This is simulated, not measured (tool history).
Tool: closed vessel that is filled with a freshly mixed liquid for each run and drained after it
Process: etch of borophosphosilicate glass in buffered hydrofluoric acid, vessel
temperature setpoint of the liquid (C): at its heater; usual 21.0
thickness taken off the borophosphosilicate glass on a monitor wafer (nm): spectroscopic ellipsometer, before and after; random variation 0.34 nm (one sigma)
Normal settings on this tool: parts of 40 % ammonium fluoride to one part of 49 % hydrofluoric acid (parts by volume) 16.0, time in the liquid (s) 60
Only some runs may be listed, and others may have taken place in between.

run	hour	temperature setpoint of the liquid (C)	parts of 40 % ammonium fluoride to one part of 49 % hydrofluoric acid (parts by volume)	time in the liquid (s)	read-back film thickness of the borophosphosilicate glass reference wafer, read on the same gauge (nm)	thickness taken off the borophosphosilicate glass on a monitor wafer (nm)
1	0.0	21.0	16.0	60	99.99	60.56
2	8.7	21.0	16.0	60	99.99	60.63
3	17.0	21.0	16.0	60	99.99	60.20
4	32.5	21.0	16.0	60	100.01	60.47
# hour 47.7: gauge calibrated
5	48.2	21.0	16.0	60	99.98	60.25
6	62.9	21.0	16.0	60	99.99	60.39
7	72.6	18.5	16.0	60	100.02	51.84
8	79.3	21.0	16.0	60	100.01	59.48
9	89.2	21.0	16.0	60	99.98	59.43
# hour 98.4: thermometer replaced
10	102.9	21.0	16.0	60	100.01	59.10
11	119.5	21.0	16.0	60	100.00	59.50
12	128.6	25.0	16.0	60	100.02	72.89
13	143.4	21.0	16.0	60	100.02	59.16
14	154.5	24.5	16.0	70	99.95	83.64
# hour 165.9: gauge calibrated
15	169.8	21.0	14.0	60	99.97	67.31
# hour 178.9: hydrofluoric acid flow meter replaced
16	179.4	18.5	16.0	85	100.03	79.34
17	189.6	21.0	16.0	60	100.00	64.39
18	200.4	18.5	21.5	60	99.99	43.19
19	211.9	21.0	13.0	95	99.99	125.54
20	221.2	21.0	16.0	30	100.00	32.31
21	231.1	25.5	16.0	95	99.98	129.12
22	239.4	21.0	16.0	60	100.00	63.87

Alternative continuations, all from the tool just after run 22; predict every row:
A	240.1	21.0	16.0	80	?	?
B	240.1	23.0	16.0	90	?	?
C	240.1	24.0	9.5	80	?	?
D	240.1	19.5	10.5	75	?	?

run	read-back film thickness of the borophosphosilicate glass reference wafer, read on the same gauge (nm)	thickness taken off the borophosphosilicate glass on a monitor wafer (nm)
A	100.01	84.35
B	100.01	105.88
C	100.01	165.01
D	100.01	110.29
The same runs, with their run-to-run variation unchanged, on a tool lacking any hidden condition would have given:
run	thickness taken off the borophosphosilicate glass on a monitor wafer (nm)
A	87.24
B	109.50
C	168.63
D	114.04

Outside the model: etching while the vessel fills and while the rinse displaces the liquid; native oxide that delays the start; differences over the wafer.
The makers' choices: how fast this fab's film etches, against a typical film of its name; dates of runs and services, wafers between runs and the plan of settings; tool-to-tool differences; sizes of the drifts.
